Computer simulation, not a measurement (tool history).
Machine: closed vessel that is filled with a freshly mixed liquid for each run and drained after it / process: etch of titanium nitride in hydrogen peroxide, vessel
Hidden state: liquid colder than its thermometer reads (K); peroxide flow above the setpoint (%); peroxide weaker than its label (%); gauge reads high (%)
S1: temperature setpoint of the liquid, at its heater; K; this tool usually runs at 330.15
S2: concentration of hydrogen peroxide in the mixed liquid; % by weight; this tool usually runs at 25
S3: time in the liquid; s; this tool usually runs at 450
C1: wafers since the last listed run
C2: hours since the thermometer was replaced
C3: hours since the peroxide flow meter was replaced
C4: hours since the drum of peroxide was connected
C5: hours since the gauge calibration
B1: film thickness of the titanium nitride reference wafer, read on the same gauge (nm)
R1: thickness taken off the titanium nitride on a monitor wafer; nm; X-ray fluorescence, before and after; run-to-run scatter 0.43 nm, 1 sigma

{"run": 1, "day": 0.0, "S1": 330.15, "S2": 29, "S3": 450, "C1": 0, "C2": 463.6, "C3": 1617, "C4": 335.5, "C5": 1157.9, "B1": 70, "R1": 41.46}
{"run": 2, "day": 1.571, "S1": 330.15, "S2": 25, "S3": 515, "C1": 3479, "C2": 501.3, "C3": 1654.7, "C4": 373.2, "C5": 1195.6, "B1": 70.01, "R1": 45.64}
{"run": 3, "day": 4.525, "S1": 330.15, "S2": 25, "S3": 515, "C1": 6543, "C2": 572.2, "C3": 1725.6, "C4": 444.1, "C5": 1266.5, "B1": 70.02, "R1": 44.5}
{"run": 4, "day": 7.45, "S1": 330.15, "S2": 25, "S3": 515, "C1": 6478, "C2": 642.4, "C3": 1795.8, "C4": 514.3, "C5": 1336.7, "B1": 69.99, "R1": 44.51}
{"run": 5, "day": 11.142, "S1": 325.65, "S2": 25, "S3": 610, "C1": 8177, "C2": 731, "C3": 1884.4, "C4": 602.9, "C5": 1425.3, "B1": 69.99, "R1": 37.54}
{"day": 11.821, "done": "thermometer replaced"}
{"run": 6, "day": 12.579, "S1": 330.15, "S2": 25, "S3": 245, "C1": 3091, "C2": 18.2, "C3": 1918.9, "C4": 637.4, "C5": 1459.8, "B1": 70.03, "R1": 22.73}
{"run": 7, "day": 14.2, "S1": 330.15, "S2": 25, "S3": 395, "C1": 3590, "C2": 57.1, "C3": 1957.8, "C4": 676.3, "C5": 1498.7, "B1": 69.98, "R1": 37.28}
{"run": 8, "day": 16.554, "S1": 330.15, "S2": 25, "S3": 395, "C1": 5214, "C2": 113.6, "C3": 2014.3, "C4": 732.8, "C5": 1555.2, "B1": 70.01, "R1": 36.67}
{"run": 9, "day": 19.55, "S1": 330.15, "S2": 25, "S3": 395, "C1": 6635, "C2": 185.5, "C3": 2086.2, "C4": 804.7, "C5": 1627.1, "B1": 69.97, "R1": 36.01}
{"day": 21.021, "done": "gauge calibrated"}
{"run": 10, "day": 21.804, "S1": 330.15, "S2": 25, "S3": 450, "C1": 4992, "C2": 239.6, "C3": 2140.3, "C4": 858.8, "C5": 18.8, "B1": 69.99, "R1": 40.92}
{"run": 11, "day": 23.458, "S1": 330.15, "S2": 25, "S3": 450, "C1": 3663, "C2": 279.3, "C3": 2180, "C4": 898.5, "C5": 58.5, "B1": 69.99, "R1": 39.69}
{"run": 12, "day": 26.454, "S1": 336.15, "S2": 30, "S3": 450, "C1": 6635, "C2": 351.2, "C3": 2251.9, "C4": 970.4, "C5": 130.4, "B1": 69.99, "R1": 62.62}
{"day": 27.721, "done": "peroxide flow meter replaced"}
{"run": 13, "day": 29.996, "S1": 325.65, "S2": 25, "S3": 300, "C1": 7752, "C2": 436.2, "C3": 54.6, "C4": 1055.4, "C5": 215.4, "B1": 69.97, "R1": 19.03}
{"run": 14, "day": 31.788, "S1": 327.15, "S2": 22, "S3": 450, "C1": 3968, "C2": 479.2, "C3": 97.6, "C4": 1098.4, "C5": 258.4, "B1": 69.98, "R1": 30.27}
{"run": 15, "day": 32.842, "S1": 322.15, "S2": 20.5, "S3": 320, "C1": 2334, "C2": 504.5, "C3": 122.9, "C4": 1123.7, "C5": 283.7, "B1": 69.98, "R1": 14.95}
{"run": 16, "day": 34.417, "S1": 330.15, "S2": 20.5, "S3": 675, "C1": 3488, "C2": 542.3, "C3": 160.7, "C4": 1161.5, "C5": 321.5, "B1": 70.01, "R1": 55.63}
{"run": 17, "day": 35.867, "S1": 330.15, "S2": 25, "S3": 515, "C1": 3211, "C2": 577.1, "C3": 195.5, "C4": 1196.3, "C5": 356.3, "B1": 69.98, "R1": 43.77}
{"run": 18, "day": 41.562, "S1": 322.65, "S2": 25, "S3": 450, "C1": 12616, "C2": 713.8, "C3": 332.2, "C4": 1333, "C5": 493, "B1": 70.03, "R1": 21.38}
{"day": 43.079, "done": "new drum of peroxide connected"}
{"run": 19, "day": 43.871, "S1": 323.65, "S2": 21, "S3": 450, "C1": 5020, "C2": 769.2, "C3": 387.6, "C4": 19, "C5": 548.4, "B1": 70, "R1": 22.16}
{"run": 20, "day": 46.0, "S1": 330.15, "S2": 25, "S3": 450, "C1": 4716, "C2": 820.3, "C3": 438.7, "C4": 70.1, "C5": 599.5, "B1": 70.02, "R1": 37.09}
{"run": 21, "day": 47.25, "S1": 322.65, "S2": 25, "S3": 450, "C1": 2768, "C2": 850.3, "C3": 468.7, "C4": 100.1, "C5": 629.5, "B1": 70.02, "R1": 21.26}
{"day": 47.675, "done": "thermometer replaced"}
{"run": 22, "day": 48.946, "S1": 330.15, "S2": 25, "S3": 450, "C1": 3663, "C2": 30.5, "C3": 509.4, "C4": 140.8, "C5": 670.2, "B1": 69.99, "R1": 42.86}
{"run": 23, "day": 51.488, "S1": 321.65, "S2": 25, "S3": 450, "C1": 5629, "C2": 91.5, "C3": 570.4, "C4": 201.8, "C5": 731.2, "B1": 70, "R1": 23.46}
{"run": 24, "day": 52.912, "S1": 330.15, "S2": 18.5, "S3": 450, "C1": 3156, "C2": 125.7, "C3": 604.6, "C4": 236, "C5": 765.4, "B1": 70, "R1": 39.21}
{"run": 25, "day": 55.875, "S1": 337.65, "S2": 19.5, "S3": 670, "C1": 6561, "C2": 196.8, "C3": 675.7, "C4": 307.1, "C5": 836.5, "B1": 69.99, "R1": 96.49}
{"run": 26, "day": 57.533, "S1": 320.65, "S2": 30, "S3": 520, "C1": 3673, "C2": 236.6, "C3": 715.5, "C4": 346.9, "C5": 876.3, "B1": 70, "R1": 25.14}
{"run": 27, "day": 59.504, "S1": 336.65, "S2": 30, "S3": 700, "C1": 4365, "C2": 283.9, "C3": 762.8, "C4": 394.2, "C5": 923.6, "B1": 69.99, "R1": 104.07}
{"run": 28, "day": 68.338, "S1": 323.15, "S2": 20.5, "S3": 450, "C1": 19565, "C2": 495.9, "C3": 974.8, "C4": 606.2, "C5": 1135.6, "B1": 70.02, "R1": 23}

Consider 5 possible next runs. They are alternatives, not a sequence: every one starts from the tool as it was left by run 28. What does each give?
{"run": "A", "day": 68.371, "S1": 330.15, "S2": 25, "S3": 450, "C1": 73, "C2": 496.7, "C3": 975.6, "C4": 607, "C5": 1136.4, "B1": "?", "R1": "?"}
{"run": "B", "day": 68.371, "S1": 335.65, "S2": 20.5, "S3": 255, "C1": 73, "C2": 496.7, "C3": 975.6, "C4": 607, "C5": 1136.4, "B1": "?", "R1": "?"}
{"run": "C", "day": 68.371, "S1": 339.15, "S2": 23, "S3": 365, "C1": 73, "C2": 496.7, "C3": 975.6, "C4": 607, "C5": 1136.4, "B1": "?", "R1": "?"}
{"run": "D", "day": 68.371, "S1": 324.15, "S2": 25, "S3": 450, "C1": 73, "C2": 496.7, "C3": 975.6, "C4": 607, "C5": 1136.4, "B1": "?", "R1": "?"}
{"run": "E", "day": 68.371, "S1": 330.15, "S2": 25, "S3": 195, "C1": 73, "C2": 496.7, "C3": 975.6, "C4": 607, "C5": 1136.4, "B1": "?", "R1": "?"}

run=A B1=70 R1=38.69
run=B B1=70 R1=30.63
run=C B1=70 R1=56.77
run=D B1=70 R1=25.26
run=E B1=70 R1=16.77
Take away the tool's hidden state, keep each run's random variation, and the runs would have read:
run=A R1=42.32
run=B R1=33.4
run=C R1=61.81
run=D R1=27.72
run=E R1=18.34
